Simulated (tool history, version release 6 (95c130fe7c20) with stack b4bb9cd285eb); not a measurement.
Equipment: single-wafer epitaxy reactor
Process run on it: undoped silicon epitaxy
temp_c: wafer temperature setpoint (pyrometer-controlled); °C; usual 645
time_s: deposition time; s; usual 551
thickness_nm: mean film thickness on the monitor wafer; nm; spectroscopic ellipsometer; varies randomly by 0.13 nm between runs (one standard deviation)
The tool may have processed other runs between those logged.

run	day	temp_c	time_s	wafers since the last listed run	hours since the last pyrometer calibration	hours since the gauge calibration	read-back reference wafer on the same gauge, thickness_nm	thickness_nm
1	0.000	642	551	0	2217.4	58.5	93.901	90.681
2	0.721	642	551	66	2234.7	75.8	93.876	90.561
# day 0.812: gauge calibrated
3	1.421	645	551	64	2251.5	14.6	93.916	96.167
4	1.671	645	551	23	2257.5	20.6	93.878	96.156
5	1.996	645	551	29	2265.3	28.4	93.916	96.104
6	2.404	653	551	37	2275.1	38.2	93.895	112.010
7	2.908	653	551	46	2287.2	50.3	93.912	112.199
# day 3.471: pyrometer calibrated
8	3.492	638	551	23	0.5	64.3	93.868	74.191
9	3.633	659	621	13	3.9	67.7	93.897	125.530
10	4.158	637	590	48	16.5	80.3	93.883	77.714
# day 4.442: gauge calibrated
11	4.738	645	652	53	30.4	7.1	93.879	101.160
12	5.096	639	609	32	39.0	15.7	93.909	83.858
13	5.475	659	597	34	48.1	24.8	93.908	120.962
14	6.138	645	551	60	64.0	40.7	93.910	85.184

Hidden state at the last listed run before each entry between runs and at the first one after, where it differs:
Between runs 2 and 3: gauge calibrated (day 0.812)
  wafer temperature above the value expected at the setpoint (K): 6 -> 6.04
  measured result minus the result with no hidden state, thickness_nm: +9.936 -> +10.559 nm
Between runs 7 and 8: pyrometer calibrated (day 3.471)
  wafer temperature above the value expected at the setpoint (K): 6.12 -> -0.345
  measured result minus the result with no hidden state, thickness_nm: +12.304 -> -0.504 nm
Between runs 10 and 11: gauge calibrated (day 4.442)
  wafer temperature above the value expected at the setpoint (K): -0.307 -> -0.274
  measured result minus the result with no hidden state, thickness_nm: -0.471 -> -0.539 nm
